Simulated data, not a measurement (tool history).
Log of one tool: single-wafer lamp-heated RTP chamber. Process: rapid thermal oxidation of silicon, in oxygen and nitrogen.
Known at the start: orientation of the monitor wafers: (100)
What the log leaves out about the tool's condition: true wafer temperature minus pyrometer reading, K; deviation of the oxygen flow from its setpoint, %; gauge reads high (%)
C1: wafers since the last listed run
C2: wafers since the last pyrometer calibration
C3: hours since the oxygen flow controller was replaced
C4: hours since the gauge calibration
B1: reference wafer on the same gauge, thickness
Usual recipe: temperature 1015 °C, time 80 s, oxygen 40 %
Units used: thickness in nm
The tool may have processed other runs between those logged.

Run 1, hour 0.0: usual settings; C1 0; C2 2287; C3 3754.2; C4 597.3; B1 4.920. Result: thickness 5.239 nm.
Run 2, hour 78.1: usual settings; C1 601; C2 2889; C3 3832.3; C4 675.4; B1 4.919. Result: thickness 5.277 nm.
At hour 107.3: pyrometer window cleaned and pyrometer calibrated.
Run 3, hour 137.0: usual settings; C1 391; C2 228; C3 3891.2; C4 734.3; B1 4.920. Result: thickness 5.196 nm.
Run 4, hour 214.8: usual settings but temperature 993 °C; C1 598; C2 827; C3 3969.0; C4 812.1; B1 4.920. Result: thickness 4.460 nm.
Run 5, hour 289.9: usual settings but temperature 993 °C; C1 578; C2 1405; C3 4044.1; C4 887.2; B1 4.921. Result: thickness 4.486 nm.
Run 6, hour 378.9: usual settings but temperature 993 °C; C1 685; C2 2090; C3 4133.1; C4 976.2; B1 4.919. Result: thickness 4.492 nm.
At hour 432.4: pyrometer window cleaned and pyrometer calibrated.
Run 7, hour 476.9: usual settings but temperature 1000 °C; C1 692; C2 342; C3 4231.1; C4 1074.2; B1 4.920. Result: thickness 4.670 nm.
Run 8, hour 517.9: usual settings but temperature 1000 °C; C1 315; C2 658; C3 4272.1; C4 1115.2; B1 4.920. Result: thickness 4.670 nm.
Run 9, hour 591.7: usual settings; C1 568; C2 1226; C3 4345.9; C4 1189.0; B1 4.920. Result: thickness 5.195 nm.
Run 10, hour 699.2: usual settings; C1 827; C2 2054; C3 4453.4; C4 1296.5; B1 4.921. Result: thickness 5.218 nm.
At hour 797.3: pyrometer window cleaned and pyrometer calibrated.
Run 11, hour 807.1: usual settings; C1 769; C2 75; C3 4561.3; C4 1404.4; B1 4.918. Result: thickness 5.193 nm.
At hour 822.7: gauge calibrated.
Run 12, hour 910.0: usual settings; C1 792; C2 867; C3 4664.2; C4 87.3; B1 4.921. Result: thickness 5.186 nm.
Run 13, hour 1011.7: usual settings; C1 782; C2 1650; C3 4765.9; C4 189.0; B1 4.920. Result: thickness 5.212 nm.

Forecast run 14:
Run 14, hour 1084.2: usual settings but temperature 997 °C; C1 558; C2 2209; C3 4838.4; C4 261.5; B1 ?. Result: thickness ?.

Run 14 produced B1 4.920, thickness 4.616 nm.
Were there no unlogged condition in the tool, this run, its random variation unchanged, would have produced thickness 4.629 nm.

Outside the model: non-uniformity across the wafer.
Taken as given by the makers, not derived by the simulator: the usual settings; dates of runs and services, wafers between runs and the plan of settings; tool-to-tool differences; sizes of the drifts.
